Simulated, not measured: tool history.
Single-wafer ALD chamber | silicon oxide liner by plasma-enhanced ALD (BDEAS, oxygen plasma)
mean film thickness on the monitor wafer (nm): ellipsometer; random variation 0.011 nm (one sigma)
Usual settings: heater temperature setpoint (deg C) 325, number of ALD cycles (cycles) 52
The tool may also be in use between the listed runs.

run,hour,heater temperature setpoint (deg C),number of ALD cycles (cycles),wafers since the last listed run,hours since the last thermocouple change,hours since the gauge calibration,"read-back reference wafer on the same gauge, thickness_nm",mean film thickness on the monitor wafer (nm)
1,0.0,325,52,0,1482.8,93.8,5.037,4.452
2,13.7,325,59,119,1496.5,107.5,5.040,5.048
3,31.3,325,52,153,1514.1,125.1,5.038,4.445
4,40.8,325,52,82,1523.6,134.6,5.042,4.442
5,49.9,325,52,79,1532.7,143.7,5.040,4.457
6,56.3,325,52,55,1539.1,150.1,5.038,4.438
7,70.9,325,52,127,1553.7,164.7,5.037,4.448
8,79.6,325,52,75,1562.4,173.4,5.040,4.463
9,94.9,325,52,133,1577.7,188.7,5.039,4.446
# hour 95.7: gauge calibrated
# hour 114.7: thermocouple changed; heater temperature recalibrated
10,122.7,310,61,172,8.0,27.0,5.042,5.317
11,136.3,325,52,118,21.6,40.6,5.041,4.447
12,143.8,325,52,65,29.1,48.1,5.045,4.447
13,158.8,333,59,130,44.1,63.1,5.044,4.998
14,175.5,336,52,145,60.8,79.8,5.044,4.386
15,183.7,310,57,71,69.0,88.0,5.041,4.955
16,200.2,338,46,143,85.5,104.5,5.041,3.869
17,212.5,320,42,107,97.8,116.8,5.041,3.607
18,218.8,321,52,54,104.1,123.1,5.039,4.478

Hidden state at the last listed run before each entry between runs and at the first one after, where it differs:
Between runs 9 and 10: gauge calibrated (hour 95.7); thermocouple changed; heater temperature recalibrated (hour 114.7)
  no hidden state differs between the two runs
